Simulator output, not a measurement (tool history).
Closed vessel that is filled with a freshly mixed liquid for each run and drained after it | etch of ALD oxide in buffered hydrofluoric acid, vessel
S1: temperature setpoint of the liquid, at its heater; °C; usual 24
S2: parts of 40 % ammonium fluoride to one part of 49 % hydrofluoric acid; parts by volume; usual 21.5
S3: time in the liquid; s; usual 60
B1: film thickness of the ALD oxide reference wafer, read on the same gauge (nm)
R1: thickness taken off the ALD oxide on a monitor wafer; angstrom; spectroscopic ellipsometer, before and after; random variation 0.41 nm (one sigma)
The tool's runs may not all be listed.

run 1 hour=0 | S1=24 S2=21.5 S3=60 | B1=90.02 | R1=1023.7
run 2 hour=18.2 | S1=24 S2=21.5 S3=60 | B1=90.03 | R1=1025.7
run 3 hour=46.4 | S1=24 S2=21.5 S3=60 | B1=89.98 | R1=1027.9
run 4 hour=80.5 | S1=24 S2=21.5 S3=60 | B1=89.97 | R1=1025.6
run 5 hour=123.2 | S1=24 S2=21.5 S3=60 | B1=89.99 | R1=1021.5
run 6 hour=146.3 | S1=20.5 S2=21.5 S3=60 | B1=89.99 | R1=838
run 7 hour=180.8 | S1=20.5 S2=21.5 S3=60 | B1=90.01 | R1=845.8
run 8 hour=203.5 | S1=20.5 S2=21.5 S3=60 | B1=90.03 | R1=845.2
run 9 hour=230.6 | S1=24 S2=21.5 S3=60 | B1=90 | R1=1025.7
run 10 hour=263.7 | S1=24 S2=21.5 S3=60 | B1=89.99 | R1=1025
run 11 hour=281.9 | S1=24 S2=21.5 S3=60 | B1=90.02 | R1=1032.9
run 12 hour=304.3 | S1=24 S2=21.5 S3=60 | B1=90 | R1=1029.9
run 13 hour=325.8 | S1=24 S2=21.5 S3=60 | B1=89.99 | R1=1026.1
run 14 hour=341.6 | S1=24 S2=21.5 S3=60 | B1=89.98 | R1=1021.2
run 15 hour=377.5 | S1=24 S2=21.5 S3=60 | B1=90.04 | R1=1020.3
run 16 hour=407.2 | S1=21.5 S2=24 S3=60 | B1=89.98 | R1=828.1
run 17 hour=441.6 | S1=27 S2=21.5 S3=85 | B1=90 | R1=1704.3
-- hour=511.2 thermometer replaced
-- hour=518.8 hydrofluoric acid flow meter replaced
-- hour=523.5 gauge calibrated
run 18 hour=537.2 | S1=24 S2=21.5 S3=60 | B1=90.02 | R1=1019.1
run 19 hour=549.6 | S1=21 S2=25 S3=40 | B1=89.97 | R1=520
run 20 hour=582.4 | S1=24 S2=25.5 S3=85 | B1=89.98 | R1=1293.7
run 21 hour=598 | S1=19.5 S2=18.5 S3=30 | B1=89.99 | R1=452.2
run 22 hour=612.8 | S1=20 S2=21.5 S3=90 | B1=89.99 | R1=1232
run 23 hour=644.2 | S1=27.5 S2=21.5 S3=60 | B1=90.02 | R1=1233.2
run 24 hour=665.3 | S1=24 S2=21.5 S3=60 | B1=90 | R1=1022.4
run 25 hour=705.9 | S1=28 S2=21.5 S3=60 | B1=89.98 | R1=1271.8
run 26 hour=739.7 | S1=28 S2=21.5 S3=85 | B1=90 | R1=1812.2
run 27 hour=780 | S1=26 S2=28 S3=60 | B1=90.02 | R1=951.2
run 28 hour=837.6 | S1=22.5 S2=24.5 S3=60 | B1=90.04 | R1=859.6
run 29 hour=864.3 | S1=24 S2=13.5 S3=60 | B1=90.03 | R1=1578.1

Run 30 comes next. What will it give?
run 30 hour=880.2 | S1=28 S2=21.5 S3=60 | B1=? | R1=?

{"run 30": {"B1": 89.97, "R1": 1270.8}}
Without the tool's hidden state the same run would have given R1 1270.8 angstrom.
